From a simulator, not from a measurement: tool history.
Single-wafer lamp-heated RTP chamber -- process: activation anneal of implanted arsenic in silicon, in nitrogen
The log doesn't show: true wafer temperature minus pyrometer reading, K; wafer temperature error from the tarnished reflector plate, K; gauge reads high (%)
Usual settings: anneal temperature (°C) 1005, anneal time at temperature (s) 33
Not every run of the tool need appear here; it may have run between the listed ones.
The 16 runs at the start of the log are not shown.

| run | hour | anneal temperature (°C) | anneal time at temperature (s) | wafers since the last listed run | wafers since the last pyrometer calibration | wafers since the reflector plate was cleaned | hours since the gauge calibration | read-back reference wafer on the same gauge, sheet resistance | sheet resistance of the implanted and annealed layer (ohm/square) |
|---|---|---|---|---|---|---|---|---|---|
|  | 753.5 | pyrometer window cleaned and pyrometer calibrated |
|  | 779.8 | reflector plate cleaned |
| 17 | 805.6 | 1005 | 33 | 795 | 754 | 441 | 1941.3 | 102.96 | 94.94 |
| 18 | 852.8 | 982 | 33 | 807 | 1562 | 1249 | 1988.5 | 103.03 | 106.36 |
| 19 | 904.0 | 982 | 42 | 876 | 2438 | 2125 | 2039.7 | 102.88 | 101.55 |
|  | 928.6 | gauge calibrated |
| 20 | 938.7 | 1005 | 33 | 593 | 3032 | 2719 | 10.1 | 103.07 | 93.41 |
| 21 | 1000.9 | 1005 | 33 | 1064 | 4096 | 3784 | 72.3 | 103.02 | 92.49 |
| 22 | 1036.7 | 1033 | 16 | 612 | 4709 | 4396 | 108.1 | 103.20 | 91.37 |
| 23 | 1095.1 | 987 | 45 | 999 | 5709 | 5396 | 166.5 | 103.08 | 94.08 |
|  | 1117.5 | pyrometer window cleaned and pyrometer calibrated |
| 24 | 1131.1 | 1028 | 18 | 479 | 232 | 5875 | 202.5 | 102.88 | 93.28 |
|  | 1165.5 | reflector plate cleaned |
| 25 | 1166.0 | 1005 | 33 | 460 | 692 | 8 | 237.4 | 103.04 | 95.63 |
| 26 | 1228.8 | 1005 | 33 | 1074 | 1767 | 1083 | 300.2 | 102.99 | 95.77 |
| 27 | 1267.4 | 1005 | 48 | 660 | 2428 | 1743 | 338.8 | 102.94 | 89.07 |
| 28 | 1300.2 | 993 | 33 | 561 | 2989 | 2305 | 371.6 | 102.96 | 99.64 |
| 29 | 1328.4 | 1005 | 33 | 482 | 3472 | 2787 | 399.8 | 102.98 | 93.63 |
| 30 | 1363.9 | 1005 | 33 | 607 | 4079 | 3395 | 435.3 | 103.12 | 93.47 |
| 31 | 1400.5 | 1005 | 16 | 626 | 4706 | 4021 | 471.9 | 102.95 | 104.24 |
| 32 | 1451.4 | 1013 | 19 | 871 | 5577 | 4892 | 522.8 | 102.99 | 97.04 |
|  | 1467.0 | pyrometer window cleaned and pyrometer calibrated |
| 33 | 1515.7 | 994 | 44 | 963 | 834 | 5856 | 587.1 | 103.01 | 93.88 |
|  | 1544.3 | reflector plate cleaned |
| 34 | 1560.9 | 981 | 47 | 636 | 1470 | 283 | 632.3 | 103.05 | 101.82 |
| 35 | 1606.2 | 1005 | 16 | 775 | 2246 | 1058 | 677.6 | 102.90 | 106.11 |

Alternative continuations, all from the tool just after run 35; predict every row:
| A | 1606.6 | 985 | 33 | 6 | 2252 | 1065 | 678.0 | ? | ? |
| B | 1606.6 | 1029 | 49 | 6 | 2252 | 1065 | 678.0 | ? | ? |
| C | 1606.6 | 1022 | 22 | 6 | 2252 | 1065 | 678.0 | ? | ? |
| D | 1606.6 | 1015 | 50 | 6 | 2252 | 1065 | 678.0 | ? | ? |
| E | 1606.6 | 1005 | 39 | 6 | 2252 | 1065 | 678.0 | ? | ? |

| run | read-back reference wafer on the same gauge, sheet resistance | sheet resistance of the implanted and annealed layer (ohm/square) |
|---|---|---|
| A | 102.94 | 104.74 |
| B | 102.94 | 78.66 |
| C | 102.94 | 93.80 |
| D | 102.94 | 84.08 |
| E | 102.94 | 92.48 |
With no hidden state in the tool, these same runs would have given:
| run | sheet resistance of the implanted and annealed layer (ohm/square) |
|---|---|
| A | 106.00 |
| B | 79.65 |
| C | 94.91 |
| D | 85.19 |
| E | 93.67 |

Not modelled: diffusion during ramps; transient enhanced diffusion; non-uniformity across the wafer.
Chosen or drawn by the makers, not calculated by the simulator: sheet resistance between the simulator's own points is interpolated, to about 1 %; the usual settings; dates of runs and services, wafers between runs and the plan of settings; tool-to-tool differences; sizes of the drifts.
